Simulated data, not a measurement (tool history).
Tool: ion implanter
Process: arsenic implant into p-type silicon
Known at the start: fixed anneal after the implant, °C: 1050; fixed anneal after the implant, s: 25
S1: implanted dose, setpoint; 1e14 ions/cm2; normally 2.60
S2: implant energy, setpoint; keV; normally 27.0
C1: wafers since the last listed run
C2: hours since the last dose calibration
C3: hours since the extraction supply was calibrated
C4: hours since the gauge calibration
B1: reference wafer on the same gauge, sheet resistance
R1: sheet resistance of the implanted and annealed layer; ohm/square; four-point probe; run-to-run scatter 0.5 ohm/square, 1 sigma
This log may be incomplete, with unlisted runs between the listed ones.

run	day	S1	S2	C1	C2	C3	C4	B1	R1
1	0.000	2.34	22.0	0	630.9	3723.8	106.1	334.03	364.26
2	2.279	2.60	27.0	954	685.6	3778.5	160.8	333.83	327.10
3	4.104	2.60	27.0	764	729.4	3822.3	204.6	334.12	327.55
4	5.242	2.60	27.0	476	756.7	3849.6	231.9	334.02	327.25
5	8.038	2.60	27.0	1170	823.8	3916.7	299.0	334.13	327.10
6	10.292	2.60	27.0	943	877.9	3970.8	353.1	333.90	327.23
7	11.388	2.60	27.0	458	904.2	3997.1	379.4	333.96	325.70
8	14.017	2.60	22.5	1100	967.3	4060.2	442.5	333.99	332.79
9	16.988	2.60	27.0	1243	1038.6	4131.5	513.8	333.88	326.09
10	18.362	2.60	34.0	575	1071.6	4164.5	546.8	334.07	315.69
11	20.346	2.60	34.0	830	1119.2	4212.1	594.4	333.96	315.73
12	22.446	3.21	25.0	879	1169.6	4262.5	644.8	333.93	280.06
13	24.942	3.21	25.0	1044	1229.5	4322.4	704.7	334.02	279.09
14	26.112	2.20	34.5	490	1257.6	4350.5	732.8	333.93	356.14
15	28.671	2.03	19.5	1071	1319.0	4411.9	794.2	333.99	407.53
# day 30.125: Faraday cup replaced and dose calibrated
16	37.508	2.60	18.0	3560	177.2	4624.0	1006.3	333.94	346.03
17	39.833	3.03	27.0	973	233.0	4679.8	1062.1	333.95	293.62
# day 41.112: extraction supply calibrated
18	41.871	3.07	24.0	713	281.9	18.2	1111.0	334.16	295.16
19	43.525	2.60	32.0	692	321.6	57.9	1150.7	334.08	323.37
20	44.733	2.39	21.5	505	350.6	86.9	1179.7	333.81	361.99
# day 44.879: gauge calibrated
21	47.212	2.60	27.0	1037	410.1	146.4	56.0	333.91	329.50
22	49.521	2.60	35.5	966	465.5	201.8	111.4	334.00	317.33
23	51.904	2.60	27.0	997	522.7	259.0	168.6	334.09	329.58
24	54.029	1.97	35.5	889	573.7	310.0	219.6	334.05	389.27
25	55.512	2.94	27.0	621	609.3	345.6	255.2	334.05	299.22
26	56.754	1.93	31.5	519	639.1	375.4	285.0	333.97	402.04
27	59.642	1.82	34.5	1208	708.4	444.7	354.3	333.89	413.71

Consider 3 possible next runs. They are alternatives, not a sequence: every one starts from the tool as it was left by run 27. What does each give?
A	59.658	2.60	36.0	6	708.8	445.1	354.7	?	?
B	59.658	3.21	32.0	6	708.8	445.1	354.7	?	?
C	59.658	3.16	21.0	6	708.8	445.1	354.7	?	?

run	B1	R1
A	333.99	315.67
B	333.99	273.17
C	333.99	290.65
What these runs would have given with no unlogged condition in the tool:
run	R1
A	317.63
B	274.91
C	292.52

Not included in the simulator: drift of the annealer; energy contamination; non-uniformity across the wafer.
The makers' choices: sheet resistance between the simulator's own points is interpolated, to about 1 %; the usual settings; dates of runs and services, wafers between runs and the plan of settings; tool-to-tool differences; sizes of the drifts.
